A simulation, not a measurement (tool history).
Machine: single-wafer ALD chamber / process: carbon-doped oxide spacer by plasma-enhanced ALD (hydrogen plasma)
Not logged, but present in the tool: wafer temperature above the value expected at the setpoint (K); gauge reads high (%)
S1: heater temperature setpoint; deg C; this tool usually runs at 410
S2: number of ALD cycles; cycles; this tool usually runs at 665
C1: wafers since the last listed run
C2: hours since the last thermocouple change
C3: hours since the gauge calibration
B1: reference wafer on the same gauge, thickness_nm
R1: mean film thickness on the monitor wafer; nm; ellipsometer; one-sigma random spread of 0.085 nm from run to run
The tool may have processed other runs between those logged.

run	day	S1	S2	C1	C2	C3	B1	R1
1	0	402	760	0	1947.8	222	40.369	39.763
2	3.617	410	665	50	2034.6	308.8	40.4	33.865
3	5.633	410	665	27	2083	357.2	40.369	33.808
4	9.029	410	665	47	2164.5	438.7	40.396	33.873
5	13.279	410	665	58	2266.5	540.7	40.444	34.004
6	17.308	410	665	55	2363.2	637.4	40.391	33.918
7	21.262	419	665	54	2458.1	732.3	40.385	33.206
8	22.912	410	665	22	2497.7	771.9	40.413	33.98
9	25.433	410	705	34	2558.2	832.4	40.37	36.151
10	27.9	410	665	34	2617.4	891.6	40.409	34.157
11	31.512	410	665	50	2704.1	978.3	40.425	34.147
12	35.975	424	556	61	2811.2	1085.4	40.362	27.392
13	39.267	410	701	45	2890.2	1164.4	40.403	36.185
# day 39.958: gauge calibrated
14	41.425	416	618	29	2942	35.2	40.422	31.278
15	42.996	400	606	21	2979.7	72.9	40.409	31.688
16	44.762	410	665	24	3022.1	115.3	40.367	34.309
# day 45.992: thermocouple changed; heater temperature recalibrated
17	47.575	398	746	34	38	182.8	40.378	39.19
18	49.971	419	716	33	95.5	240.3	40.375	35.728
19	59.546	410	665	132	325.3	470.1	40.408	33.861
20	61.504	418	665	27	372.3	517.1	40.386	32.982
21	63.062	410	665	21	409.7	554.5	40.412	33.942
22	65.354	410	665	31	464.7	609.5	40.388	33.888

Here are 4 independent what-if runs from the current tool condition. What would each one return?
A	65.412	410	665	0	466.1	610.9	?	?
B	65.412	424	742	0	466.1	610.9	?	?
C	65.412	415	609	0	466.1	610.9	?	?
D	65.412	400	577	0	466.1	610.9	?	?

run	B1	R1
A	40.369	33.814
B	40.369	36.293
C	40.369	30.545
D	40.369	30.137
What these runs would have given with no unlogged condition in the tool:
run	R1
A	33.795
B	36.271
C	30.528
D	30.121

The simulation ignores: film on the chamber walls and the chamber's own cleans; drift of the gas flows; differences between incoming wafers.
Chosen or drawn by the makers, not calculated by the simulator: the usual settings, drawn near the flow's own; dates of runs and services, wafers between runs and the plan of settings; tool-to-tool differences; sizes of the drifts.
